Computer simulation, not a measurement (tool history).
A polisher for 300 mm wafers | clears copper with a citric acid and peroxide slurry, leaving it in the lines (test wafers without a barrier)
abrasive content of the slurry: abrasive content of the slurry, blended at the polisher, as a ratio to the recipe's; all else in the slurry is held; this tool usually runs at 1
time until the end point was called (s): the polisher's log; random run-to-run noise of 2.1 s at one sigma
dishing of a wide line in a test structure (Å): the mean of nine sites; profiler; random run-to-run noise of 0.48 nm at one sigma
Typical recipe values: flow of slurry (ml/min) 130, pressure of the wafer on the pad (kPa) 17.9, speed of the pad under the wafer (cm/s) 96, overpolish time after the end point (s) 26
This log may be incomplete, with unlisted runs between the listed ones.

| run | hour | flow of slurry (ml/min) | pressure of the wafer on the pad (kPa) | speed of the pad under the wafer (cm/s) | abrasive content of the slurry | overpolish time after the end point (s) | incoming thickness of the incoming film, nm | time until the end point was called (s) | dishing of a wide line in a test structure (Å) |
|---|---|---|---|---|---|---|---|---|---|
| 1 | 0 | 130 | 17.9 | 96 | 1 | 26 | 268.3 | 178.3 | 250 |
|  | 46 | slurry blender recalibrated |
| 2 | 85.8 | 130 | 17.9 | 96 | 1 | 26 | 268.2 | 175.7 | 255 |
| 3 | 121.5 | 130 | 17.9 | 96 | 1 | 26 | 267.4 | 173.6 | 258 |
|  | 160.7 | slurry nozzle cleaned |
| 4 | 162.5 | 130 | 17.9 | 96 | 1 | 26 | 268.3 | 178.4 | 259 |
| 5 | 202 | 130 | 17.9 | 96 | 1 | 26 | 271.2 | 182.1 | 260 |
|  | 226.9 | worn pad replaced by a new one |
| 6 | 263.2 | 130 | 17.9 | 96 | 1 | 26 | 270.2 | 163.7 | 266 |
| 7 | 317.9 | 130 | 17.9 | 96 | 1 | 26 | 265.7 | 169.2 | 266 |
| 8 | 372.4 | 130 | 17.9 | 96 | 1 | 26 | 274.7 | 179.6 | 258 |
|  | 416.1 | slurry blender recalibrated |
| 9 | 422 | 130 | 17.9 | 96 | 1 | 26 | 267 | 168.6 | 264 |
| 10 | 478.5 | 130 | 17.9 | 96 | 1 | 26 | 273.8 | 171.1 | 258 |
| 11 | 508.4 | 130 | 17.9 | 96 | 1 | 26 | 271.6 | 175.9 | 256 |
|  | 537.9 | slurry nozzle cleaned |
| 12 | 562.9 | 130 | 17.9 | 96 | 1 | 26 | 265.6 | 175.2 | 246 |
| 13 | 625.7 | 130 | 17.9 | 96 | 1 | 26 | 275.3 | 189.2 | 244 |
|  | 647.6 | head pressure recalibrated |
|  | 660.2 | worn pad replaced by a new one |
| 14 | 661 | 130 | 17.9 | 78 | 1.2 | 26 | 266.4 | 177.9 | 247 |
| 15 | 690.5 | 130 | 17.9 | 96 | 1 | 26 | 269.9 | 168.9 | 264 |
| 16 | 754.3 | 130 | 17.9 | 96 | 1 | 26 | 271.4 | 173.6 | 255 |
| 17 | 823.5 | 145 | 17.9 | 96 | 1 | 26 | 268.9 | 180.4 | 245 |
|  | 843.3 | slurry blender recalibrated |
| 18 | 877.6 | 130 | 17.9 | 76 | 1 | 26 | 273 | 201.3 | 227 |
| 19 | 948.4 | 170 | 12.4 | 108 | 1 | 37 | 265.2 | 220.3 | 278 |
|  | 974.5 | slurry nozzle cleaned |
| 20 | 1017.4 | 130 | 15.9 | 96 | 1 | 26 | 267 | 208.1 | 228 |
|  | 1091.5 | worn pad replaced by a new one |
| 21 | 1167.3 | 130 | 17.9 | 96 | 1 | 26 | 269.4 | 170.8 | 266 |
|  | 1218.7 | slurry blender recalibrated |
| 22 | 1226.2 | 130 | 17.9 | 74 | 1 | 38 | 263.7 | 194.1 | 316 |
| 23 | 1398.3 | 130 | 17.9 | 130 | 0.8 | 19 | 270.8 | 152.5 | 231 |
|  | 1417.3 | slurry nozzle cleaned |
|  | 1425.6 | worn pad replaced by a new one |
| 24 | 1475.4 | 150 | 17.9 | 96 | 1 | 26 | 268.7 | 163.9 | 265 |
| 25 | 1537.9 | 130 | 17.9 | 108 | 1 | 41 | 273.1 | 163.8 | 364 |
| 26 | 1562.9 | 130 | 13.1 | 84 | 1.1 | 26 | 271.2 | 256.5 | 189 |
| 27 | 1593 | 130 | 22.8 | 96 | 1 | 39 | 267.5 | 145.3 | 388 |
| 28 | 1620.9 | 170 | 13.1 | 66 | 1 | 42 | 270.1 | 306.6 | 244 |
|  | 1633.9 | slurry blender recalibrated |
|  | 1680.5 | head pressure recalibrated |
|  | 1775.3 | worn pad replaced by a new one |
| 29 | 1789.9 | 130 | 17.9 | 96 | 1 | 26 | 268 | 159.9 | 280 |

Run-by-run hidden state of the tool:
slurry flow missing at the pad, %: 0 across all the runs
deviation of the head's pressure from its setpoint, %: 0 across all the runs
H1: removal rate lost through wear of the pad, %
H2: abrasive missing from the slurry, %
| run | H1 | H2 |
|---|---|---|
| 1 | 6.03 | 30 |
| 2 | 8.66 | 1.41 |
| 3 | 9.76 | 2.36 |
| 4 | 11 | 4.17 |
| 5 | 12.2 | 6.64 |
| 6 | 1.39 | 11.9 |
| 7 | 3.07 | 18 |
| 8 | 4.75 | 25.5 |
| 9 | 6.27 | 1.85 |
| 10 | 8.01 | 2.74 |
| 11 | 8.93 | 3.8 |
| 12 | 10.6 | 6.79 |
| 13 | 12.5 | 11.9 |
| 14 | 0.86 | 15.6 |
| 15 | 1.77 | 19.1 |
| 16 | 3.73 | 28.1 |
| 17 | 5.86 | 40 |
| 18 | 7.52 | 2.99 |
| 19 | 9.7 | 5.26 |
| 20 | 11.8 | 9.69 |
| 21 | 2.37 | 26.8 |
| 22 | 4.18 | 7.19 |
| 23 | 9.47 | 14.6 |
| 24 | 1.59 | 22.3 |
| 25 | 3.51 | 30.6 |
| 26 | 4.28 | 34.4 |
| 27 | 5.2 | 39.4 |
| 28 | 6.06 | 44.3 |
| 29 | 0.904 | 6.57 |
